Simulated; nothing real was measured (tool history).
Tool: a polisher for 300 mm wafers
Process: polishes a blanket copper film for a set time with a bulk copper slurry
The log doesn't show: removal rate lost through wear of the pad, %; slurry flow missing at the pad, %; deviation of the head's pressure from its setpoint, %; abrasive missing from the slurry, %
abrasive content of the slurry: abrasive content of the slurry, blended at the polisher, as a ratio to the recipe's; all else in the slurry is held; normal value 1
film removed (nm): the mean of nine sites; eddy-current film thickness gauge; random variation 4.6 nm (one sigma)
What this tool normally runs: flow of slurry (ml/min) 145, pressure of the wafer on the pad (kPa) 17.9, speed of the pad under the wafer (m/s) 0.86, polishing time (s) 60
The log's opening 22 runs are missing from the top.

| run | day | flow of slurry (ml/min) | pressure of the wafer on the pad (kPa) | speed of the pad under the wafer (m/s) | abrasive content of the slurry | polishing time (s) | wafers since the last listed run | wafers polished on this pad | hours since the slurry nozzle was cleaned | hours since the head pressure was calibrated | hours since the slurry blender was calibrated | incoming thickness of the incoming film, nm | film removed (nm) |
|---|---|---|---|---|---|---|---|---|---|---|---|---|---|
| 23 | 13.862 | 145 | 17.9 | 0.86 | 0.85 | 60 | 92 | 325 | 169.4 | 69.3 | 154.3 | 2628.7 | 353.3 |
| 24 | 14.417 | 145 | 17.9 | 0.86 | 0.8 | 60 | 82 | 408 | 182.7 | 82.6 | 167.6 | 2646.3 | 344.3 |
| 25 | 14.988 | 145 | 17.9 | 0.86 | 0.9 | 60 | 85 | 493 | 196.4 | 96.3 | 181.3 | 2632.4 | 348.1 |
| 26 | 15.396 | 145 | 17.9 | 0.86 | 1 | 60 | 61 | 554 | 206.2 | 106.1 | 191.1 | 2663.3 | 360.1 |
| 27 | 15.921 | 165 | 20 | 0.86 | 0.9 | 49 | 78 | 633 | 218.8 | 118.7 | 203.7 | 2639.5 | 330.1 |
| 28 | 16.188 | 145 | 17.9 | 0.56 | 1 | 60 | 39 | 673 | 225.2 | 125.1 | 210.1 | 2654 | 234.3 |
| 29 | 16.442 | 180 | 17.9 | 0.86 | 1 | 53 | 38 | 711 | 231.3 | 131.2 | 216.2 | 2668.7 | 326.5 |
|  | 17.262 | worn pad replaced by a new one |
| 30 | 17.283 | 145 | 20.7 | 0.86 | 1 | 60 | 101 | 3 | 251.5 | 151.4 | 236.4 | 2647.1 | 410.1 |

Forecast each of these 4 alternatives for the next run:
| A | 17.3 | 145 | 17.9 | 0.86 | 1 | 60 | 2 | 5 | 251.9 | 151.8 | 236.8 | 2602.9 | ? |
| B | 17.3 | 145 | 14.5 | 0.86 | 0.85 | 60 | 2 | 5 | 251.9 | 151.8 | 236.8 | 2602.9 | ? |
| C | 17.3 | 145 | 20.7 | 0.98 | 0.7 | 60 | 2 | 5 | 251.9 | 151.8 | 236.8 | 2602.9 | ? |
| D | 17.3 | 100 | 12.4 | 0.86 | 1 | 71 | 2 | 5 | 251.9 | 151.8 | 236.8 | 2602.9 | ? |

| run | film removed (nm) |
|---|---|
| A | 362.1 |
| B | 282.4 |
| C | 440.7 |
| D | 274.4 |
With the hidden condition removed and each run's random variation left untouched, the same runs would have given:
| run | film removed (nm) |
|---|---|
| A | 389.8 |
| B | 303.5 |
| C | 472.8 |
| D | 295.4 |
